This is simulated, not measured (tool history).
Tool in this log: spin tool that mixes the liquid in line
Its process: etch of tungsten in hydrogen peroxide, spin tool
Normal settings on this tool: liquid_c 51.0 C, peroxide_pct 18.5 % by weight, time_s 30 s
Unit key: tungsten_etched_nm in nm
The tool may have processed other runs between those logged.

| run | hour | liquid_c | peroxide_pct | time_s | read-back film thickness of the tungsten reference wafer, read on the same gauge (nm) | tungsten_etched_nm |
|---|---|---|---|---|---|---|
| 1 | 0.0 | 48.5 | 18.5 | 30 | 129.93 | 69.19 |
| 2 | 34.7 | 48.5 | 18.5 | 30 | 130.00 | 67.58 |
| 3 | 78.8 | 48.5 | 18.5 | 30 | 130.00 | 68.20 |
|  | 91.2 | thermometer replaced |
| 4 | 147.9 | 51.0 | 18.5 | 30 | 130.03 | 71.12 |
| 5 | 182.0 | 51.0 | 18.5 | 30 | 130.00 | 72.26 |
|  | 204.1 | new drum of peroxide connected |
| 6 | 223.5 | 51.0 | 18.5 | 30 | 130.04 | 72.96 |
| 7 | 259.6 | 51.0 | 16.0 | 25 | 129.96 | 54.61 |
| 8 | 296.4 | 48.5 | 16.5 | 15 | 130.04 | 28.98 |
| 9 | 366.7 | 58.5 | 20.0 | 30 | 130.01 | 117.16 |
| 10 | 406.4 | 51.0 | 13.0 | 30 | 130.02 | 60.67 |
| 11 | 445.9 | 59.5 | 23.5 | 50 | 130.01 | 221.80 |
|  | 495.2 | gauge calibrated |
| 12 | 514.6 | 41.5 | 13.5 | 15 | 129.97 | 17.04 |
|  | 539.9 | heated supply line repaired |
| 13 | 543.3 | 51.0 | 18.5 | 20 | 129.98 | 48.04 |
|  | 551.2 | peroxide flow meter replaced |
| 14 | 613.0 | 51.0 | 18.5 | 35 | 130.01 | 84.62 |
| 15 | 642.3 | 51.0 | 18.5 | 30 | 129.97 | 74.19 |
| 16 | 698.9 | 41.5 | 18.5 | 25 | 129.99 | 33.32 |
| 17 | 749.6 | 55.5 | 14.0 | 15 | 130.02 | 41.78 |
| 18 | 799.4 | 45.0 | 17.0 | 25 | 130.01 | 40.88 |
| 19 | 884.1 | 60.5 | 18.5 | 15 | 129.98 | 64.68 |

The next listed run, before its measurement:
| 20 | 918.7 | 51.0 | 21.5 | 30 | ? | ? |

read-back film thickness of the tungsten reference wafer, read on the same gauge (nm): 130.02
tungsten_etched_nm: 79.66 nm
If the tool had no hidden condition, the same run with the same run-to-run variation would have returned tungsten_etched_nm 75.34 nm.

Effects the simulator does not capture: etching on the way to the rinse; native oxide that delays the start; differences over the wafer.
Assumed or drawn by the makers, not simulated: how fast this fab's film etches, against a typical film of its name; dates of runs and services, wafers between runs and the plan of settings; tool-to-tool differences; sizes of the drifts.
